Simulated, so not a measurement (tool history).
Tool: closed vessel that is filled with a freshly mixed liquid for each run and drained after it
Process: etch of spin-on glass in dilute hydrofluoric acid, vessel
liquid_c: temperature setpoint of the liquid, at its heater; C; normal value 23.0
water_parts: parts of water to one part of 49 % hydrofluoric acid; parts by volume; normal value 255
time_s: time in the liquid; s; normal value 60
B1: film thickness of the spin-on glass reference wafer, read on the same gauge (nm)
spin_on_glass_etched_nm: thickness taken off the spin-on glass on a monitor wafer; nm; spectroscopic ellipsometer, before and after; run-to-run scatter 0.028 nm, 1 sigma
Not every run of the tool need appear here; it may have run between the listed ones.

run 1 day=0.000 | liquid_c=23.0 water_parts=165 time_s=60 | B1=59.98 | spin_on_glass_etched_nm=15.42
run 2 day=0.783 | liquid_c=23.0 water_parts=165 time_s=60 | B1=60.00 | spin_on_glass_etched_nm=15.44
run 3 day=2.058 | liquid_c=23.0 water_parts=255 time_s=35 | B1=60.01 | spin_on_glass_etched_nm=5.31
run 4 day=3.362 | liquid_c=23.0 water_parts=255 time_s=35 | B1=60.01 | spin_on_glass_etched_nm=5.31
run 5 day=3.962 | liquid_c=23.0 water_parts=255 time_s=60 | B1=60.00 | spin_on_glass_etched_nm=9.20
run 6 day=4.725 | liquid_c=23.0 water_parts=255 time_s=60 | B1=60.00 | spin_on_glass_etched_nm=9.20
run 7 day=6.021 | liquid_c=23.0 water_parts=255 time_s=60 | B1=59.99 | spin_on_glass_etched_nm=9.15
run 8 day=6.825 | liquid_c=23.0 water_parts=255 time_s=60 | B1=60.00 | spin_on_glass_etched_nm=9.22
-- day=7.592 thermometer replaced
run 9 day=7.612 | liquid_c=23.0 water_parts=255 time_s=60 | B1=60.01 | spin_on_glass_etched_nm=8.92
-- day=8.129 hydrofluoric acid flow meter replaced
run 10 day=8.883 | liquid_c=23.0 water_parts=255 time_s=90 | B1=59.97 | spin_on_glass_etched_nm=12.21
run 11 day=9.425 | liquid_c=23.0 water_parts=255 time_s=60 | B1=59.98 | spin_on_glass_etched_nm=8.16
-- day=12.333 gauge calibrated
run 12 day=12.642 | liquid_c=26.0 water_parts=325 time_s=60 | B1=59.98 | spin_on_glass_etched_nm=6.70
run 13 day=13.612 | liquid_c=23.0 water_parts=255 time_s=40 | B1=60.01 | spin_on_glass_etched_nm=5.48
run 14 day=14.704 | liquid_c=26.0 water_parts=255 time_s=60 | B1=60.00 | spin_on_glass_etched_nm=9.23
run 15 day=16.046 | liquid_c=21.5 water_parts=130 time_s=60 | B1=60.00 | spin_on_glass_etched_nm=17.55
run 16 day=17.317 | liquid_c=26.0 water_parts=205 time_s=50 | B1=59.99 | spin_on_glass_etched_nm=10.08
run 17 day=18.796 | liquid_c=23.0 water_parts=255 time_s=60 | B1=60.00 | spin_on_glass_etched_nm=8.38
run 18 day=19.888 | liquid_c=20.5 water_parts=190 time_s=60 | B1=60.03 | spin_on_glass_etched_nm=10.96
run 19 day=22.067 | liquid_c=26.5 water_parts=255 time_s=60 | B1=60.00 | spin_on_glass_etched_nm=9.58
run 20 day=23.142 | liquid_c=25.0 water_parts=255 time_s=70 | B1=59.99 | spin_on_glass_etched_nm=10.58

Consider 4 possible next runs. They are alternatives, not a sequence: every one starts from the tool as it was left by run 20. What does each give?
run A day=23.171 | liquid_c=24.5 water_parts=255 time_s=60 | B1=? | spin_on_glass_etched_nm=?
run B day=23.171 | liquid_c=20.0 water_parts=170 time_s=75 | B1=? | spin_on_glass_etched_nm=?
run C day=23.171 | liquid_c=20.0 water_parts=140 time_s=75 | B1=? | spin_on_glass_etched_nm=?
run D day=23.171 | liquid_c=21.5 water_parts=150 time_s=80 | B1=? | spin_on_glass_etched_nm=?

run=A B1=59.98 spin_on_glass_etched_nm=8.98
run=B B1=59.98 spin_on_glass_etched_nm=15.53
run=C B1=59.98 spin_on_glass_etched_nm=19.44
run=D B1=59.98 spin_on_glass_etched_nm=20.32
The same runs, with their run-to-run variation unchanged, on a tool lacking any hidden condition would have given:
run=A spin_on_glass_etched_nm=8.48
run=B spin_on_glass_etched_nm=14.66
run=C spin_on_glass_etched_nm=18.37
run=D spin_on_glass_etched_nm=19.20
